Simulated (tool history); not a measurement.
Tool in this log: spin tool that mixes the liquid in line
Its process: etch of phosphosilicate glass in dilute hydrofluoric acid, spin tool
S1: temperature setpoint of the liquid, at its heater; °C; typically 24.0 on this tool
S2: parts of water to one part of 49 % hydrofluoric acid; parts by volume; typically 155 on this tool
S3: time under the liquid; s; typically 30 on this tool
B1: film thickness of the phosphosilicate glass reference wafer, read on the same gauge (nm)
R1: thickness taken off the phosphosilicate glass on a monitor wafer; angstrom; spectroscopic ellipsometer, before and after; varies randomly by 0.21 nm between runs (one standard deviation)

{"run": 1, "hour": 0.0, "S1": 24.0, "S2": 155, "S3": 30, "B1": 70.02, "R1": 197.6}
{"hour": 12.4, "done": "hydrofluoric acid flow meter replaced"}
{"run": 2, "hour": 56.4, "S1": 24.0, "S2": 155, "S3": 30, "B1": 70.0, "R1": 215.4}
{"hour": 91.2, "done": "gauge calibrated"}
{"run": 3, "hour": 132.0, "S1": 24.0, "S2": 210, "S3": 30, "B1": 69.99, "R1": 148.7}
{"run": 4, "hour": 220.9, "S1": 24.0, "S2": 205, "S3": 30, "B1": 70.01, "R1": 148.8}
{"run": 5, "hour": 328.5, "S1": 24.0, "S2": 155, "S3": 40, "B1": 69.99, "R1": 270.6}
{"run": 6, "hour": 424.5, "S1": 24.0, "S2": 155, "S3": 40, "B1": 70.03, "R1": 266.3}
{"run": 7, "hour": 473.0, "S1": 24.0, "S2": 155, "S3": 30, "B1": 70.0, "R1": 198.8}
{"hour": 476.4, "done": "hydrofluoric acid flow meter replaced"}
{"run": 8, "hour": 532.5, "S1": 24.0, "S2": 155, "S3": 30, "B1": 70.01, "R1": 212.5}
{"run": 9, "hour": 587.2, "S1": 24.0, "S2": 155, "S3": 30, "B1": 69.99, "R1": 211.4}
{"hour": 628.5, "done": "thermometer replaced"}
{"run": 10, "hour": 642.2, "S1": 24.0, "S2": 155, "S3": 30, "B1": 70.01, "R1": 209.2}
{"run": 11, "hour": 694.6, "S1": 24.0, "S2": 155, "S3": 30, "B1": 70.01, "R1": 205.9}
{"run": 12, "hour": 758.7, "S1": 24.0, "S2": 155, "S3": 30, "B1": 69.99, "R1": 203.8}
{"run": 13, "hour": 804.8, "S1": 24.0, "S2": 155, "S3": 30, "B1": 70.0, "R1": 200.1}
{"run": 14, "hour": 849.3, "S1": 24.0, "S2": 155, "S3": 30, "B1": 70.01, "R1": 200.1}
{"run": 15, "hour": 955.9, "S1": 24.0, "S2": 155, "S3": 30, "B1": 70.0, "R1": 196.2}
{"run": 16, "hour": 1045.6, "S1": 24.0, "S2": 155, "S3": 30, "B1": 70.0, "R1": 192.3}
{"hour": 1079.2, "done": "hydrofluoric acid flow meter replaced"}
{"run": 17, "hour": 1135.2, "S1": 19.5, "S2": 220, "S3": 35, "B1": 70.03, "R1": 139.7}
{"run": 18, "hour": 1200.6, "S1": 22.5, "S2": 180, "S3": 15, "B1": 70.0, "R1": 83.5}
{"run": 19, "hour": 1300.6, "S1": 24.0, "S2": 80, "S3": 35, "B1": 69.99, "R1": 510.9}
{"hour": 1322.8, "done": "thermometer replaced"}
{"run": 20, "hour": 1345.3, "S1": 24.0, "S2": 155, "S3": 30, "B1": 70.01, "R1": 205.5}
{"run": 21, "hour": 1403.5, "S1": 26.0, "S2": 105, "S3": 30, "B1": 69.99, "R1": 349.0}
{"run": 22, "hour": 1495.7, "S1": 25.5, "S2": 85, "S3": 25, "B1": 69.98, "R1": 356.6}
{"run": 23, "hour": 1569.9, "S1": 24.0, "S2": 155, "S3": 35, "B1": 69.99, "R1": 229.0}
{"hour": 1587.1, "done": "gauge calibrated"}
{"hour": 1609.7, "done": "hydrofluoric acid flow meter replaced"}
{"run": 24, "hour": 1675.1, "S1": 24.0, "S2": 155, "S3": 35, "B1": 69.99, "R1": 248.5}
{"run": 25, "hour": 1759.0, "S1": 24.0, "S2": 120, "S3": 30, "B1": 70.0, "R1": 283.0}
{"run": 26, "hour": 1812.1, "S1": 21.0, "S2": 175, "S3": 15, "B1": 70.03, "R1": 80.0}
{"run": 27, "hour": 1897.4, "S1": 24.0, "S2": 155, "S3": 30, "B1": 70.0, "R1": 203.9}
{"hour": 1912.3, "done": "thermometer replaced"}
{"hour": 2072.9, "done": "hydrofluoric acid flow meter replaced"}
{"run": 28, "hour": 2158.4, "S1": 22.5, "S2": 215, "S3": 25, "B1": 70.0, "R1": 113.0}
{"run": 29, "hour": 2260.3, "S1": 24.0, "S2": 105, "S3": 50, "B1": 69.99, "R1": 530.1}
{"run": 30, "hour": 2348.5, "S1": 24.0, "S2": 155, "S3": 45, "B1": 70.01, "R1": 305.6}
{"run": 31, "hour": 2394.3, "S1": 24.0, "S2": 155, "S3": 30, "B1": 70.01, "R1": 203.9}
{"hour": 2598.2, "done": "thermometer replaced"}
{"hour": 2600.6, "done": "hydrofluoric acid flow meter replaced"}
{"run": 32, "hour": 2636.2, "S1": 19.5, "S2": 215, "S3": 15, "B1": 69.98, "R1": 61.0}

Each row is a separate what-if for the run after 32, all from the same tool condition, not one after another. Results?
{"run": "A", "hour": 2636.6, "S1": 24.0, "S2": 155, "S3": 30, "B1": "?", "R1": "?"}
{"run": "B", "hour": 2636.6, "S1": 27.0, "S2": 155, "S3": 45, "B1": "?", "R1": "?"}
{"run": "C", "hour": 2636.6, "S1": 21.0, "S2": 155, "S3": 40, "B1": "?", "R1": "?"}

run=A B1=70.00 R1=218.0
run=B B1=70.00 R1=365.9
run=C B1=70.00 R1=258.8
With the hidden condition removed and each run's random variation left untouched, the same runs would have given:
run=A R1=219.3
run=B R1=368.1
run=C R1=260.4

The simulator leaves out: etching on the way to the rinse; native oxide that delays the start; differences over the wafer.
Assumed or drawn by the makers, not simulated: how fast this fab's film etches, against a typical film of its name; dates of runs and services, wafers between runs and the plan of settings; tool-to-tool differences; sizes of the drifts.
